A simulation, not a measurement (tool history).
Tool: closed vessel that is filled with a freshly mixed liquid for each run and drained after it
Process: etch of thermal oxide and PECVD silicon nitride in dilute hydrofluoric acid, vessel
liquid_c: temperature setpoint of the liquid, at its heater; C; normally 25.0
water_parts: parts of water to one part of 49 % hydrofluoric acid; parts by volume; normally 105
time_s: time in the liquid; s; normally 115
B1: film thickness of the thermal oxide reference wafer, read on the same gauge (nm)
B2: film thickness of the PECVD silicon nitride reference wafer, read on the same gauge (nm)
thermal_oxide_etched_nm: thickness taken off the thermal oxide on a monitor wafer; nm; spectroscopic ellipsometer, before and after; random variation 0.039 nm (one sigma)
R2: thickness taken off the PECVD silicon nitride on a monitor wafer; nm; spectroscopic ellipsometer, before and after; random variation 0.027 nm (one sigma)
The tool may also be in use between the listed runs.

run 1 hour=0.0 | liquid_c=25.0 water_parts=105 time_s=115 | B1=30.02 B2=80.01 | thermal_oxide_etched_nm=5.07 R2=6.50
run 2 hour=46.8 | liquid_c=25.0 water_parts=105 time_s=115 | B1=29.98 B2=80.01 | thermal_oxide_etched_nm=5.07 R2=6.66
run 3 hour=93.5 | liquid_c=25.0 water_parts=105 time_s=115 | B1=30.02 B2=80.00 | thermal_oxide_etched_nm=5.11 R2=6.60
run 4 hour=129.7 | liquid_c=25.0 water_parts=105 time_s=115 | B1=29.97 B2=80.00 | thermal_oxide_etched_nm=5.09 R2=6.58
run 5 hour=194.6 | liquid_c=25.0 water_parts=105 time_s=115 | B1=30.02 B2=79.99 | thermal_oxide_etched_nm=5.06 R2=6.63
run 6 hour=235.0 | liquid_c=25.0 water_parts=105 time_s=115 | B1=29.98 B2=80.03 | thermal_oxide_etched_nm=5.12 R2=6.67
run 7 hour=289.2 | liquid_c=25.0 water_parts=105 time_s=115 | B1=30.04 B2=79.99 | thermal_oxide_etched_nm=5.11 R2=6.70
run 8 hour=329.1 | liquid_c=22.5 water_parts=105 time_s=115 | B1=29.98 B2=79.99 | thermal_oxide_etched_nm=4.60 R2=5.67
run 9 hour=366.9 | liquid_c=22.5 water_parts=105 time_s=115 | B1=29.98 B2=80.00 | thermal_oxide_etched_nm=4.64 R2=5.72
run 10 hour=417.3 | liquid_c=22.5 water_parts=105 time_s=115 | B1=29.98 B2=80.01 | thermal_oxide_etched_nm=4.68 R2=5.74
run 11 hour=466.1 | liquid_c=29.0 water_parts=70 time_s=115 | B1=30.01 B2=79.98 | thermal_oxide_etched_nm=9.46 R2=13.11
-- hour=473.7 gauge calibrated
-- hour=516.3 hydrofluoric acid flow meter replaced
run 12 hour=526.4 | liquid_c=25.0 water_parts=105 time_s=115 | B1=30.00 B2=80.02 | thermal_oxide_etched_nm=5.11 R2=6.78
-- hour=528.1 thermometer replaced
run 13 hour=555.7 | liquid_c=25.0 water_parts=70 time_s=170 | B1=30.00 B2=79.99 | thermal_oxide_etched_nm=11.67 R2=14.30
run 14 hour=623.9 | liquid_c=25.0 water_parts=60 time_s=55 | B1=30.02 B2=80.02 | thermal_oxide_etched_nm=4.41 R2=5.39
run 15 hour=688.7 | liquid_c=25.0 water_parts=60 time_s=115 | B1=29.99 B2=79.99 | thermal_oxide_etched_nm=9.29 R2=11.27
run 16 hour=729.8 | liquid_c=27.5 water_parts=140 time_s=150 | B1=30.01 B2=80.00 | thermal_oxide_etched_nm=5.19 R2=7.47
run 17 hour=785.6 | liquid_c=25.0 water_parts=80 time_s=115 | B1=30.04 B2=80.01 | thermal_oxide_etched_nm=6.81 R2=8.58
run 18 hour=812.3 | liquid_c=28.5 water_parts=90 time_s=165 | B1=29.99 B2=79.98 | thermal_oxide_etched_nm=9.86 R2=13.76
run 19 hour=837.7 | liquid_c=25.0 water_parts=105 time_s=115 | B1=30.00 B2=80.00 | thermal_oxide_etched_nm=5.03 R2=6.57
run 20 hour=872.1 | liquid_c=25.0 water_parts=105 time_s=115 | B1=29.97 B2=80.00 | thermal_oxide_etched_nm=5.02 R2=6.59
run 21 hour=942.7 | liquid_c=25.0 water_parts=105 time_s=115 | B1=30.03 B2=80.00 | thermal_oxide_etched_nm=5.10 R2=6.59
run 22 hour=989.2 | liquid_c=20.0 water_parts=105 time_s=170 | B1=30.04 B2=80.00 | thermal_oxide_etched_nm=6.20 R2=7.02
run 23 hour=1027.3 | liquid_c=25.0 water_parts=85 time_s=70 | B1=29.98 B2=80.01 | thermal_oxide_etched_nm=3.95 R2=5.00
run 24 hour=1099.1 | liquid_c=25.0 water_parts=75 time_s=70 | B1=30.00 B2=79.98 | thermal_oxide_etched_nm=4.56 R2=5.70
run 25 hour=1158.4 | liquid_c=25.0 water_parts=135 time_s=175 | B1=30.01 B2=79.99 | thermal_oxide_etched_nm=5.80 R2=8.00
run 26 hour=1223.6 | liquid_c=25.0 water_parts=125 time_s=165 | B1=30.00 B2=80.00 | thermal_oxide_etched_nm=6.05 R2=8.18

Branching from run 26: 4 alternative next runs. What would each branch give?
run A hour=1224.3 | liquid_c=25.0 water_parts=105 time_s=115 | B1=? B2=? | thermal_oxide_etched_nm=? R2=?
run B hour=1224.3 | liquid_c=29.0 water_parts=105 time_s=175 | B1=? B2=? | thermal_oxide_etched_nm=? R2=?
run C hour=1224.3 | liquid_c=25.0 water_parts=105 time_s=175 | B1=? B2=? | thermal_oxide_etched_nm=? R2=?
run D hour=1224.3 | liquid_c=22.0 water_parts=105 time_s=60 | B1=? B2=? | thermal_oxide_etched_nm=? R2=?

run=A B1=30.02 B2=80.01 thermal_oxide_etched_nm=5.16 R2=6.73
run=B B1=30.02 B2=80.01 thermal_oxide_etched_nm=9.14 R2=13.22
run=C B1=30.02 B2=80.01 thermal_oxide_etched_nm=7.84 R2=10.25
run=D B1=30.02 B2=80.01 thermal_oxide_etched_nm=2.39 R2=2.89
The same runs, with their run-to-run variation unchanged, on a tool lacking any hidden condition would have given:
run=A thermal_oxide_etched_nm=5.01 R2=6.43
run=B thermal_oxide_etched_nm=8.89 R2=12.64
run=C thermal_oxide_etched_nm=7.63 R2=9.78
run=D thermal_oxide_etched_nm=2.32 R2=2.75
